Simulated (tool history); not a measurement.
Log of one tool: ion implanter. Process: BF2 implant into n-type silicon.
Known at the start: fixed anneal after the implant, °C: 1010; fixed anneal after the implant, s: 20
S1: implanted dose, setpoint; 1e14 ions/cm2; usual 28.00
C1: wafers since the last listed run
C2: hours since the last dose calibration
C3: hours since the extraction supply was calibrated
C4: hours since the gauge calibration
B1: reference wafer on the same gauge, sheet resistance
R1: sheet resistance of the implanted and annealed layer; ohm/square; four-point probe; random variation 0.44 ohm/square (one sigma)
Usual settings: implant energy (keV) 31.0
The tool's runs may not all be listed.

Run 1, day 0.000: usual settings but implant energy (keV) 34.0; C1 0; C2 378.5; C3 382.1; C4 570.9; B1 117.99. Result: R1 118.13 ohm/square.
Run 2, day 4.308: usual settings but implant energy (keV) 34.0; C1 2493; C2 481.9; C3 485.5; C4 674.3; B1 118.00. Result: R1 118.76 ohm/square.
Run 3, day 6.154: usual settings but implant energy (keV) 34.0; C1 1068; C2 526.2; C3 529.8; C4 718.6; B1 117.83. Result: R1 118.23 ohm/square.
Run 4, day 8.558: usual settings; C1 1391; C2 583.9; C3 587.5; C4 776.3; B1 117.93. Result: R1 123.79 ohm/square.
Run 5, day 12.258: usual settings but S1 34.60 1e14 ions/cm2; C1 2141; C2 672.7; C3 676.3; C4 865.1; B1 117.77. Result: R1 122.40 ohm/square.
Run 6, day 15.817: usual settings but S1 34.60 1e14 ions/cm2; C1 2059; C2 758.1; C3 761.7; C4 950.5; B1 117.87. Result: R1 122.92 ohm/square.
Run 7, day 19.792: usual settings but S1 34.60 1e14 ions/cm2; C1 2300; C2 853.5; C3 857.1; C4 1045.9; B1 117.87. Result: R1 122.60 ohm/square.
Run 8, day 22.600: usual settings; C1 1625; C2 920.9; C3 924.5; C4 1113.3; B1 118.13. Result: R1 123.95 ohm/square.
Run 9, day 26.783: usual settings; C1 2421; C2 1021.3; C3 1024.9; C4 1213.7; B1 118.08. Result: R1 123.66 ohm/square.
Run 10, day 28.450: usual settings but implant energy (keV) 34.5; C1 964; C2 1061.3; C3 1064.9; C4 1253.7; B1 118.05. Result: R1 117.00 ohm/square.
Run 11, day 32.225: usual settings but implant energy (keV) 34.5; C1 2185; C2 1151.9; C3 1155.5; C4 1344.3; B1 117.99. Result: R1 116.51 ohm/square.
Run 12, day 34.575: usual settings but S1 26.15 1e14 ions/cm2; C1 1360; C2 1208.3; C3 1211.9; C4 1400.7; B1 117.96. Result: R1 124.09 ohm/square.
Run 13, day 36.950: usual settings but S1 26.15 1e14 ions/cm2; C1 1374; C2 1265.3; C3 1268.9; C4 1457.7; B1 117.80. Result: R1 124.92 ohm/square.
Run 14, day 40.254: usual settings but S1 26.15 1e14 ions/cm2; C1 1912; C2 1344.6; C3 1348.2; C4 1537.0; B1 117.93. Result: R1 123.69 ohm/square.
Run 15, day 43.192: usual settings; C1 1700; C2 1415.1; C3 1418.7; C4 1607.5; B1 117.84. Result: R1 122.99 ohm/square.
Run 16, day 46.646: usual settings; C1 1999; C2 1498.0; C3 1501.6; C4 1690.4; B1 117.93. Result: R1 123.08 ohm/square.
Run 17, day 50.417: usual settings; C1 2182; C2 1588.5; C3 1592.1; C4 1780.9; B1 118.04. Result: R1 123.00 ohm/square.
Run 18, day 54.225: usual settings; C1 2204; C2 1679.9; C3 1683.5; C4 1872.3; B1 117.98. Result: R1 122.70 ohm/square.
Run 19, day 56.117: usual settings but S1 24.72 1e14 ions/cm2, implant energy (keV) 22.0; C1 1095; C2 1725.3; C3 1728.9; C4 1917.7; B1 118.06. Result: R1 144.60 ohm/square.
At day 58.854: gauge calibrated.
Run 20, day 59.600: usual settings but S1 32.53 1e14 ions/cm2; C1 2016; C2 1808.9; C3 1812.5; C4 17.9; B1 117.91. Result: R1 121.83 ohm/square.
Run 21, day 61.912: usual settings but S1 23.15 1e14 ions/cm2, implant energy (keV) 23.0; C1 1338; C2 1864.4; C3 1868.0; C4 73.4; B1 117.88. Result: R1 142.98 ohm/square.
Run 22, day 65.479: usual settings but implant energy (keV) 34.0; C1 2064; C2 1950.0; C3 1953.6; C4 159.0; B1 117.93. Result: R1 116.74 ohm/square.
Run 23, day 67.317: usual settings but S1 35.58 1e14 ions/cm2, implant energy (keV) 23.0; C1 1063; C2 1994.1; C3 1997.7; C4 203.1; B1 117.95. Result: R1 138.83 ohm/square.
At day 71.008: Faraday cup replaced and dose calibrated.
Run 24, day 71.029: usual settings; C1 1956; C2 0.5; C3 2086.8; C4 292.2; B1 117.78. Result: R1 122.15 ohm/square.
Run 25, day 73.392: usual settings; C1 1367; C2 57.2; C3 2143.5; C4 348.9; B1 118.07. Result: R1 122.25 ohm/square.
Run 26, day 76.642: usual settings but S1 30.88 1e14 ions/cm2, implant energy (keV) 35.5; C1 1881; C2 135.2; C3 2221.5; C4 426.9; B1 117.98. Result: R1 113.75 ohm/square.
At day 78.596: extraction supply calibrated.
Run 27, day 79.075: usual settings but S1 22.79 1e14 ions/cm2, implant energy (keV) 27.0; C1 1215; C2 193.6; C3 11.5; C4 485.3; B1 117.96. Result: R1 133.94 ohm/square.
Run 28, day 81.696: usual settings but S1 34.90 1e14 ions/cm2; C1 1517; C2 256.5; C3 74.4; C4 548.2; B1 118.22. Result: R1 122.71 ohm/square.
Run 29, day 84.454: usual settings but S1 25.86 1e14 ions/cm2, implant energy (keV) 34.0; C1 1596; C2 322.7; C3 140.6; C4 614.4; B1 117.96. Result: R1 118.05 ohm/square.
Run 30, day 88.496: usual settings but S1 23.83 1e14 ions/cm2, implant energy (keV) 24.0; C1 2339; C2 419.7; C3 237.6; C4 711.4; B1 117.95. Result: R1 141.41 ohm/square.
Run 31, day 91.696: usual settings but S1 35.90 1e14 ions/cm2, implant energy (keV) 22.5; C1 1852; C2 496.5; C3 314.4; C4 788.2; B1 117.91. Result: R1 141.33 ohm/square.
Run 32, day 95.967: usual settings; C1 2472; C2 599.0; C3 416.9; C4 890.7; B1 118.03. Result: R1 124.00 ohm/square.
Run 33, day 98.325: usual settings but S1 20.52 1e14 ions/cm2; C1 1365; C2 655.6; C3 473.5; C4 947.3; B1 117.98. Result: R1 125.92 ohm/square.
Run 34, day 100.462: usual settings but S1 24.03 1e14 ions/cm2, implant energy (keV) 22.0; C1 1237; C2 706.9; C3 524.8; C4 998.6; B1 117.93. Result: R1 145.48 ohm/square.
Run 35, day 104.429: usual settings; C1 2296; C2 802.1; C3 620.0; C4 1093.8; B1 117.82. Result: R1 123.46 ohm/square.
Run 36, day 108.838: usual settings but S1 25.25 1e14 ions/cm2, implant energy (keV) 25.0; C1 2551; C2 907.9; C3 725.8; C4 1199.6; B1 118.00. Result: R1 137.69 ohm/square.

Some steps in R1 between neighbouring runs. How much of each would the tool show without its hidden state too (settings, what came in, random variation), and how much is left for the hidden state, with any gauge scatter that isn't in both results?
The hidden state here: deviation of the true dose from the Faraday cup's reading, %; deviation of the true energy from its setpoint, %; gauge reads high (%).
Run 17 -> 18: no setting changed, nothing entered. R1 -0.30 ohm/square: hidden state -0.13, all else -0.17.
Run 19 -> 20: S1 24.72 -> 32.53, implant energy (keV) 22.0 -> 31.0, gauge calibrated. R1 -22.77 ohm/square: hidden state -0.05, all else -22.72.
Run 20 -> 21: S1 32.53 -> 23.15, implant energy (keV) 31.0 -> 23.0. R1 +21.15 ohm/square: hidden state -0.18, all else +21.33.
Run 21 -> 22: S1 23.15 -> 28.00, implant energy (keV) 23.0 -> 34.0. R1 -26.24 ohm/square: hidden state -0.02, all else -26.22.
Run 26 -> 27: S1 30.88 -> 22.79, implant energy (keV) 35.5 -> 27.0, extraction supply calibrated. R1 +20.19 ohm/square: hidden state +1.68, all else +18.51.
Run 29 -> 30: S1 25.86 -> 23.83, implant energy (keV) 34.0 -> 24.0. R1 +23.36 ohm/square: hidden state -0.04, all else +23.40.
